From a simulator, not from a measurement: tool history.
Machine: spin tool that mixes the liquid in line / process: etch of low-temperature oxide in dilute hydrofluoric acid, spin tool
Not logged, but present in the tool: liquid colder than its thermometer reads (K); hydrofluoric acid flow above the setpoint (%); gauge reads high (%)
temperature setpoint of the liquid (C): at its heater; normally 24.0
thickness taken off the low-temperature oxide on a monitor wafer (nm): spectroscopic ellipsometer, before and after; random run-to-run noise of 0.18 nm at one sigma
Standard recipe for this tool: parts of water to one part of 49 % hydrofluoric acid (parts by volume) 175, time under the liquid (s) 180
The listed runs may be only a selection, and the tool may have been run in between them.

run	hour	temperature setpoint of the liquid (C)	parts of water to one part of 49 % hydrofluoric acid (parts by volume)	time under the liquid (s)	wafers since the last listed run	hours since the thermometer was replaced	hours since the hydrofluoric acid flow meter was replaced	hours since the gauge calibration	read-back film thickness of the low-temperature oxide reference wafer, read on the same gauge (nm)	thickness taken off the low-temperature oxide on a monitor wafer (nm)
1	0.0	24.0	175	180	0	1097.2	1309.8	349.4	129.98	22.87
2	33.9	24.0	175	180	171	1131.1	1343.7	383.3	130.00	23.34
3	49.3	24.0	175	180	78	1146.5	1359.1	398.7	129.99	23.22
# hour 68.9: gauge calibrated
4	81.7	24.0	175	180	164	1178.9	1391.5	12.8	130.01	22.89
5	103.9	24.0	175	180	112	1201.1	1413.7	35.0	129.98	22.94
6	138.7	20.5	175	180	176	1235.9	1448.5	69.8	130.02	19.96
7	171.8	24.0	175	180	167	1269.0	1481.6	102.9	129.98	23.03
8	184.0	24.0	175	180	61	1281.2	1493.8	115.1	130.01	22.77
# hour 210.4: hydrofluoric acid flow meter replaced
9	210.9	24.0	175	180	131	1308.1	0.5	142.0	129.99	22.51
10	235.7	24.0	175	180	125	1332.9	25.3	166.8	129.98	22.74
11	258.0	24.0	175	180	113	1355.2	47.6	189.1	129.99	22.52
12	271.3	24.0	175	180	67	1368.5	60.9	202.4	130.00	22.61
13	305.4	24.0	175	240	173	1402.6	95.0	236.5	130.01	30.11
# hour 338.2: thermometer replaced
14	339.5	24.0	175	210	167	1.3	129.1	270.6	130.00	28.92
15	371.7	21.0	115	260	163	33.5	161.3	302.8	130.01	51.17
16	391.8	28.5	125	180	101	53.6	181.4	322.9	130.03	42.99
17	419.8	25.5	130	250	142	81.6	209.4	350.9	130.01	50.91
18	449.7	19.0	130	180	151	111.5	239.3	380.8	129.98	28.58

What does the tool deliver on the next run?
19	463.9	20.0	85	290	72	125.7	253.5	395.0	?	?

Run 19 came out at read-back film thickness of the low-temperature oxide reference wafer, read on the same gauge (nm) 129.99, thickness taken off the low-temperature oxide on a monitor wafer (nm) 75.27.
Had the tool carried no hidden state, the very same run would have given thickness taken off the low-temperature oxide on a monitor wafer (nm) 77.62.

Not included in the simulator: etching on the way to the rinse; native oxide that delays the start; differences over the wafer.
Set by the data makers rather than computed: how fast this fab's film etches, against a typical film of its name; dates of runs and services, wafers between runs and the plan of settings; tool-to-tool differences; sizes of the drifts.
